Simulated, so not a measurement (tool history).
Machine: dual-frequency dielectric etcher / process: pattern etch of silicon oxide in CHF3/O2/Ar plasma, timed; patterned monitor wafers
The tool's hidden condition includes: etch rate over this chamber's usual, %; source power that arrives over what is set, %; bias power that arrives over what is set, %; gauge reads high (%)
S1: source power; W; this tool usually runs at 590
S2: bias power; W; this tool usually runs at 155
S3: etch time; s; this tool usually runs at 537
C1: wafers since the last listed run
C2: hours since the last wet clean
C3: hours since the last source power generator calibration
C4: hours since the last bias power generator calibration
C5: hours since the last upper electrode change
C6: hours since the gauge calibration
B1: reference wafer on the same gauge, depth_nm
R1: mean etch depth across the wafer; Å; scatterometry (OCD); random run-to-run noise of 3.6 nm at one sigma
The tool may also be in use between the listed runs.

run	hour	S1	S2	S3	C1	C2	C3	C4	C5	C6	B1	R1
1	0	590	133	537	0	290.9	736	806.1	3574.6	904.1	879.2	9510
2	28	590	133	537	115	318.9	764	834.1	3602.6	932.1	880.6	9511
3	95.7	590	155	537	278	386.6	831.7	901.8	3670.3	999.8	882.1	9938
# hour 149.8: wet clean of the chamber
4	164.8	590	155	537	185	15	900.8	970.9	3739.4	1068.9	882.2	9885
5	226.1	590	155	537	251	76.3	962.1	1032.2	3800.7	1130.2	883.9	9885
6	257.4	590	155	537	128	107.6	993.4	1063.5	3832	1161.5	883.1	9947
7	295.3	590	155	537	155	145.5	1031.3	1101.4	3869.9	1199.4	884	9936
8	321.3	550	140	537	106	171.5	1057.3	1127.4	3895.9	1225.4	885.8	9478
9	359.6	590	155	537	157	209.8	1095.6	1165.7	3934.2	1263.7	885.2	9947
10	415.1	590	155	537	228	265.3	1151.1	1221.2	3989.7	1319.2	885.6	9956
11	481	590	155	537	270	331.2	1217	1287.1	4055.6	1385.1	886.6	9957
# hour 524.5: wet clean of the chamber
12	552.8	590	182	537	196	28.3	1288.8	1358.9	4127.4	1456.9	887.4	10352
# hour 567.6: gauge calibrated
13	613.5	480	155	418.5	249	89	1349.5	1419.6	4188.1	45.9	869.8	7197
14	675.9	590	155	537	256	151.4	1411.9	1482	4250.5	108.3	872.6	9759
15	733.4	590	155	537	236	208.9	1469.4	1539.5	4308	165.8	875.5	9729
16	794	650	155	537	249	269.5	1530	1600.1	4368.6	226.4	874.5	10030
# hour 823.7: bias power generator calibrated
17	839	590	120	640	168	314.5	1575	15.3	4413.6	271.4	872.9	11017
# hour 904.3: wet clean of the chamber
# hour 904.6: upper electrode replaced
18	988.2	440	187	608.5	513	83.9	1724.2	164.5	83.6	420.6	876.1	10806
# hour 1005.4: source power generator calibrated
19	1034.5	590	155	611	173	130.2	29.1	210.8	129.9	466.9	877.8	11199
20	1079.7	630	184	628.5	185	175.4	74.3	256	175.1	512.1	879	12243

The next listed run, before its measurement:
21	1141	630	130	537	251	236.7	135.6	317.3	236.4	573.4	?	?

{"run 21": {"B1": 880.2, "R1": 9673}}
On a tool with no hidden condition, and with the same random variation, this run would have come out at R1 9554 Å.
